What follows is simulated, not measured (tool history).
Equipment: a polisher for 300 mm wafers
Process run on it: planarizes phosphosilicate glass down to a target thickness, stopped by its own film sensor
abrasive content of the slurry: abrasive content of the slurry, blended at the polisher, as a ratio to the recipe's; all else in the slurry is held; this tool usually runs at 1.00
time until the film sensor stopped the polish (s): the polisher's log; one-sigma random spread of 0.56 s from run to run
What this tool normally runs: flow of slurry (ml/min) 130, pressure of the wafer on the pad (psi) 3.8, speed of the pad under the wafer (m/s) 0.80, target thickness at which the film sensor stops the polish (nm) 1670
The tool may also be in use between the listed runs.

run	day	flow of slurry (ml/min)	pressure of the wafer on the pad (psi)	speed of the pad under the wafer (m/s)	abrasive content of the slurry	target thickness at which the film sensor stops the polish (nm)	incoming thickness of the incoming film, nm	time until the film sensor stopped the polish (s)
1	0.000	130	3.8	0.80	1.00	1670	2207.0	74.4
2	1.054	130	3.8	0.80	1.00	1670	2203.4	74.8
3	1.562	130	3.8	0.80	1.25	1670	2202.4	70.6
# day 1.812: worn pad replaced by a new one
4	2.654	130	3.8	0.80	1.25	1670	2232.1	73.0
5	3.433	130	3.8	0.80	1.25	1670	2207.9	70.3
# day 4.612: conditioning disc replaced and pad reconditioned
6	4.650	130	3.8	0.80	1.00	1670	2219.9	77.0
7	5.417	130	3.8	0.80	1.00	1670	2197.7	73.6
8	6.067	130	3.8	0.80	1.00	1670	2187.3	73.0
9	6.721	130	3.8	0.80	1.00	1599	2184.2	84.0
# day 7.596: worn pad replaced by a new one
# day 7.733: head pressure recalibrated
10	8.125	130	3.8	0.80	1.00	1599	2192.5	73.4
11	9.200	130	3.8	0.80	1.00	1670	2217.4	67.6
12	10.325	130	3.8	0.80	1.00	1670	2250.6	73.3
13	11.675	130	3.8	0.94	1.00	1670	2213.0	60.5

For run 14, what comes out?
# day 11.846: conditioning disc replaced and pad reconditioned
# day 12.025: worn pad replaced by a new one
14	12.667	130	3.8	0.80	1.00	1670	2203.5	?

time until the film sensor stopped the polish (s): 66.8
Were there no unlogged condition in the tool, this run, its random variation unchanged, would have produced time until the film sensor stopped the polish (s) 64.1.

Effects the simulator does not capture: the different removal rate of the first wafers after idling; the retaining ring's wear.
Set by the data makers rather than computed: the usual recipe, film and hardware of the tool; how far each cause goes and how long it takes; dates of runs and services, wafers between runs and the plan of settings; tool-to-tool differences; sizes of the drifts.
